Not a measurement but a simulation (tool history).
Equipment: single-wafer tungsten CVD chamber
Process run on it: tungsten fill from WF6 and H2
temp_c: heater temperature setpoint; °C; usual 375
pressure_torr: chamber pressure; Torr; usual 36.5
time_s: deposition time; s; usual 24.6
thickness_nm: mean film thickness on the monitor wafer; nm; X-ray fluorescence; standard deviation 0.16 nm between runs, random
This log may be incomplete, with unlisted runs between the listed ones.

| run | day | temp_c | pressure_torr | time_s | wafers since the last listed run | hours since the last thermocouple change | hours since the last manometer calibration | hours since the showerhead was replaced | hours since the gauge calibration | read-back reference wafer on the same gauge, thickness_nm | thickness_nm |
|---|---|---|---|---|---|---|---|---|---|---|---|
| 1 | 0 | 375 | 36.5 | 24.6 | 0 | 2314.8 | 860.3 | 4408.4 | 548.6 | 48.901 | 46.082 |
| 2 | 0.767 | 375 | 36.5 | 24.6 | 349 | 2333.2 | 878.7 | 4426.8 | 567 | 48.914 | 46.39 |
| 3 | 1.742 | 375 | 36.5 | 24.6 | 444 | 2356.6 | 902.1 | 4450.2 | 590.4 | 48.923 | 46.233 |
| 4 | 3.133 | 375 | 36.5 | 24.6 | 634 | 2390 | 935.5 | 4483.6 | 623.8 | 48.887 | 46.266 |
| 5 | 4.358 | 382 | 36.5 | 24.6 | 558 | 2419.4 | 964.9 | 4513 | 653.2 | 48.907 | 54.794 |
| 6 | 4.917 | 375 | 36.5 | 28.4 | 254 | 2432.8 | 978.3 | 4526.4 | 666.6 | 48.889 | 53.329 |
|  | 6.408 | capacitance manometer re-zeroed and calibrated |
|  | 6.558 | thermocouple changed; heater temperature recalibrated |
| 7 | 8.771 | 375 | 36.5 | 28.4 | 1536 | 53.1 | 56.7 | 4618.9 | 759.1 | 48.867 | 52.32 |
| 8 | 9.638 | 375 | 36.5 | 23.1 | 395 | 73.9 | 77.5 | 4639.7 | 779.9 | 48.93 | 42.542 |
| 9 | 10.404 | 375 | 32.6 | 24.6 | 349 | 92.3 | 95.9 | 4658.1 | 798.3 | 48.89 | 44.023 |
| 10 | 11.783 | 366 | 41.6 | 29.3 | 628 | 125.4 | 129 | 4691.2 | 831.4 | 48.88 | 45.369 |
|  | 13.158 | gauge calibrated |
| 11 | 15.65 | 375 | 36.5 | 24.6 | 1762 | 218.2 | 221.8 | 4784 | 59.8 | 48.948 | 45.507 |
| 12 | 16.567 | 375 | 42.3 | 23.3 | 417 | 240.2 | 243.8 | 4806 | 81.8 | 48.873 | 44.915 |
| 13 | 17.654 | 361 | 34 | 24.6 | 495 | 266.3 | 269.9 | 4832.1 | 107.9 | 48.945 | 31.511 |
|  | 18.662 | showerhead replaced |
| 14 | 18.738 | 375 | 36.5 | 28.3 | 341 | 292.3 | 295.9 | 1.8 | 133.9 | 48.904 | 52.183 |
| 15 | 20.121 | 365 | 29.8 | 24.6 | 630 | 325.5 | 329.1 | 35 | 167.1 | 48.937 | 33.947 |
| 16 | 21.204 | 365 | 36.5 | 24.6 | 493 | 351.5 | 355.1 | 61 | 193.1 | 48.846 | 35.82 |
| 17 | 22.438 | 375 | 36.5 | 27.4 | 562 | 381.1 | 384.7 | 90.6 | 222.7 | 48.916 | 50.985 |
| 18 | 23.171 | 375 | 36.5 | 23.1 | 334 | 398.7 | 402.3 | 108.2 | 240.3 | 48.843 | 42.996 |
| 19 | 24.308 | 375 | 43.2 | 24.6 | 518 | 426 | 429.6 | 135.5 | 267.6 | 48.903 | 48.174 |
| 20 | 25.342 | 375 | 30.8 | 24.6 | 471 | 450.8 | 454.4 | 160.3 | 292.4 | 48.892 | 43.846 |
| 21 | 26.296 | 362 | 33.4 | 26.9 | 434 | 473.7 | 477.3 | 183.2 | 315.3 | 48.898 | 35.558 |
| 22 | 26.925 | 375 | 36.5 | 24.6 | 286 | 488.8 | 492.4 | 198.3 | 330.4 | 48.898 | 45.92 |
| 23 | 28.067 | 375 | 36.5 | 23 | 520 | 516.2 | 519.8 | 225.7 | 357.8 | 48.852 | 42.899 |
| 24 | 29.117 | 375 | 32.8 | 22.4 | 478 | 541.4 | 545 | 250.9 | 383 | 48.936 | 40.532 |
| 25 | 29.879 | 380 | 36.5 | 24.6 | 347 | 559.7 | 563.3 | 269.2 | 401.3 | 48.906 | 51.38 |
| 26 | 30.688 | 364 | 29.1 | 21.6 | 368 | 579.1 | 582.7 | 288.6 | 420.7 | 48.919 | 28.959 |
| 27 | 32.125 | 389 | 36.5 | 24.6 | 655 | 613.6 | 617.2 | 323.1 | 455.2 | 48.847 | 63 |
| 28 | 33.521 | 375 | 32.2 | 24.6 | 636 | 647.1 | 650.7 | 356.6 | 488.7 | 48.867 | 44.574 |
| 29 | 34.433 | 381 | 36.5 | 24.6 | 415 | 669 | 672.6 | 378.5 | 510.6 | 48.897 | 53.201 |
| 30 | 34.988 | 384 | 45.5 | 24.6 | 252 | 682.3 | 685.9 | 391.8 | 523.9 | 48.885 | 60.143 |
| 31 | 36.042 | 368 | 45 | 27 | 480 | 707.6 | 711.2 | 417.1 | 549.2 | 48.856 | 45.119 |
| 32 | 36.925 | 375 | 36.5 | 24.6 | 402 | 728.8 | 732.4 | 438.3 | 570.4 | 48.969 | 46.264 |
| 33 | 37.733 | 375 | 36.5 | 24.6 | 368 | 748.2 | 751.8 | 457.7 | 589.8 | 48.889 | 45.979 |
| 34 | 39.171 | 375 | 30.5 | 22.7 | 655 | 782.7 | 786.3 | 492.2 | 624.3 | 48.91 | 40.408 |

Here are 4 independent what-if runs from the current tool condition. What would each one return?
| A | 39.188 | 375 | 36.5 | 28.8 | 7 | 783.1 | 786.7 | 492.6 | 624.7 | ? | ? |
| B | 39.188 | 375 | 44.6 | 24.6 | 7 | 783.1 | 786.7 | 492.6 | 624.7 | ? | ? |
| C | 39.188 | 375 | 30.1 | 23 | 7 | 783.1 | 786.7 | 492.6 | 624.7 | ? | ? |
| D | 39.188 | 363 | 29.6 | 24.6 | 7 | 783.1 | 786.7 | 492.6 | 624.7 | ? | ? |

| run | read-back reference wafer on the same gauge, thickness_nm | thickness_nm |
|---|---|---|
| A | 48.922 | 53.622 |
| B | 48.922 | 48.476 |
| C | 48.922 | 40.634 |
| D | 48.922 | 32.327 |
With no hidden state in the tool, these same runs would have given:
| run | thickness_nm |
|---|---|
| A | 52.916 |
| B | 47.844 |
| C | 40.094 |
| D | 31.897 |

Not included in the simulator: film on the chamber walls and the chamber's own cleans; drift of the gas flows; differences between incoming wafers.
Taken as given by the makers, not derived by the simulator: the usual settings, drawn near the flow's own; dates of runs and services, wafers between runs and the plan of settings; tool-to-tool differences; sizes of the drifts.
